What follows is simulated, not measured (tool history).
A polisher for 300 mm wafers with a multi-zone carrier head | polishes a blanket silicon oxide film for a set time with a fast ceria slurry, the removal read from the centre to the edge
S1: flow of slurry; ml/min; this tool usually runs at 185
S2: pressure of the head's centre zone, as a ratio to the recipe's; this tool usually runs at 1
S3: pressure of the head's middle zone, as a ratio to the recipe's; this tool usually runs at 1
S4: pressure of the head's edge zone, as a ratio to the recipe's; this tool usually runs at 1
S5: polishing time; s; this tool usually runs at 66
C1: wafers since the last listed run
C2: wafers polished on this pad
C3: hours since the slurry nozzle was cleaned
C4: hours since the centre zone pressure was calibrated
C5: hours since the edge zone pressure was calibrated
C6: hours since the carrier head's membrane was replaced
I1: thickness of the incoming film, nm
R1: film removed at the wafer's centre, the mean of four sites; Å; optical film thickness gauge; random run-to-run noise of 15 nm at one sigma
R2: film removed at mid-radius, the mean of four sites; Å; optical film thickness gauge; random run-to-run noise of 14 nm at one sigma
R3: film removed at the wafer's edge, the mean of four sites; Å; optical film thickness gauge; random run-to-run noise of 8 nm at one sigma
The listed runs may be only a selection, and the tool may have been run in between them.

run     day   S1    S2    S3    S4  S5    C1    C2     C3     C4     C5     C6      I1     R1     R2     R3
  1       0  185     1  0.94     1  66     0  3833    3.2  174.1  277.8  593.5  3751.4   9594   9755  10076
  2   1.117  230     1     1     1  66   353  4186     30  200.9  304.6  620.3  3664.7   9779  10151  10279
  3   2.142  185     1     1     1  47   324  4510   54.6  225.5  329.2  644.9  3692.4   6706   7074   7146
  4   4.654  165     1     1  1.06  78   794  5305  114.9  285.8  389.5  705.2  3714.1  11036  11536  12207
      6.675  -- worn pad replaced by a new one
  5   7.383  185     1  0.92     1  66   810   223  180.4  351.3    455  770.7  3744.4   9087   9607  10049
      7.675  -- edge zone pressure recalibrated
  6   8.475  235     1  1.12  1.04  78   318   542  206.6  377.5   19.2  796.9  3733.9  11017  13471  12427
      9.592  -- carrier head's membrane replaced by a new one
  7  11.467  185  1.06  0.94     1  66   880  1423  278.4  449.3     91     45  3688.7   9783   9510  10130
  8  13.042  185     1     1     1  66   498  1921  316.2  487.1  128.8   82.8  3670.8   9236   9968  10053
  9  14.583  230  0.94     1     1  66   487  2408  353.2  524.1  165.8  119.8  3717.5   8829  10544  10307
 10  16.096  185     1  1.09     1  66   478  2887  389.5  560.4  202.1  156.1  3745.9   9188  11085   9942
 11  18.325  185     1     1     1  66   705  3592    443  613.9  255.6  209.6  3674.5   9109  10054  10047
 12  20.429  120  1.05  0.91     1  59   665  4258  493.5  664.4  306.1  260.1    3694   7597   7734   8327
 13  21.554  185     1     1  1.08  66   355  4614  520.5  691.4  333.1  287.1  3716.3   9164  10162  10438
     23.183  -- edge zone pressure recalibrated
 14  24.196  160  0.92     1     1  66   809  5423  583.9  754.8   24.3  350.5  3765.7   7994   9502   9853
     24.817  -- worn pad replaced by a new one
 15  28.088  185     1     1     1  66  1178  1034  677.3  848.2  117.7  443.9  3762.7   8884  10217  10066
 16  30.092  240  0.88     1  0.92  55   634  1668  725.4  896.3  165.8    492  3738.3   6901   8684   8326
 17  32.692  135  0.95     1  1.09  66   822  2490  787.8  958.7  228.2  554.4  3709.7   7851   9434  10145
     32.775  -- slurry nozzle cleaned
     34.092  -- centre zone pressure recalibrated
 18  34.996  225  1.05     1     1  46   689  3180   53.3   21.7  283.5  609.7  3673.6   7342   7329   7182
 19  36.512  245     1     1  1.08  83   479  3659   89.7   58.1  319.9  646.1  3707.9  12674  13263  13544
 20  37.517  185     1     1   0.9  66   317  3977  113.8   82.2    344  670.2    3749   9488  10006   9471
 21  38.562  185     1     1     1  66   330  4308  138.9  107.3  369.1  695.3  3648.2   9386  10332  10082
     38.725  -- edge zone pressure recalibrated
     39.654  -- worn pad replaced by a new one
 22  40.946  220  1.06  1.05     1  66   674   408  196.1  164.5   53.3  752.5  3760.5  10256  10870  10141
 23  42.046  230     1  0.92     1  66   347   756  222.5  190.9   79.7  778.9  3656.5   9610   9538  10413

Predict each of these 3 candidate next runs independently; none follows another, all start after run 23:
  A  42.062  185     1     1   1  66   5  762  222.9  191.3  80.1  779.3  3723.1   ?   ?   ?
  B  42.062  185  1.06  1.12   1  66   5  762  222.9  191.3  80.1  779.3  3723.1   ?   ?   ?
  C  42.062  215  1.07     1   1  66   5  762  222.9  191.3  80.1  779.3  3723.1   ?   ?   ?

run     R1     R2     R3
  A   9276   9905  10054
  B   9849  10905  10038
  C  10200  10138  10231
Stripped of hidden state, with their random variation kept, the same runs would have yielded:
run     R1     R2     R3
  A  10101   9901  10054
  B  10721  10900  10038
  C  11102  10134  10231
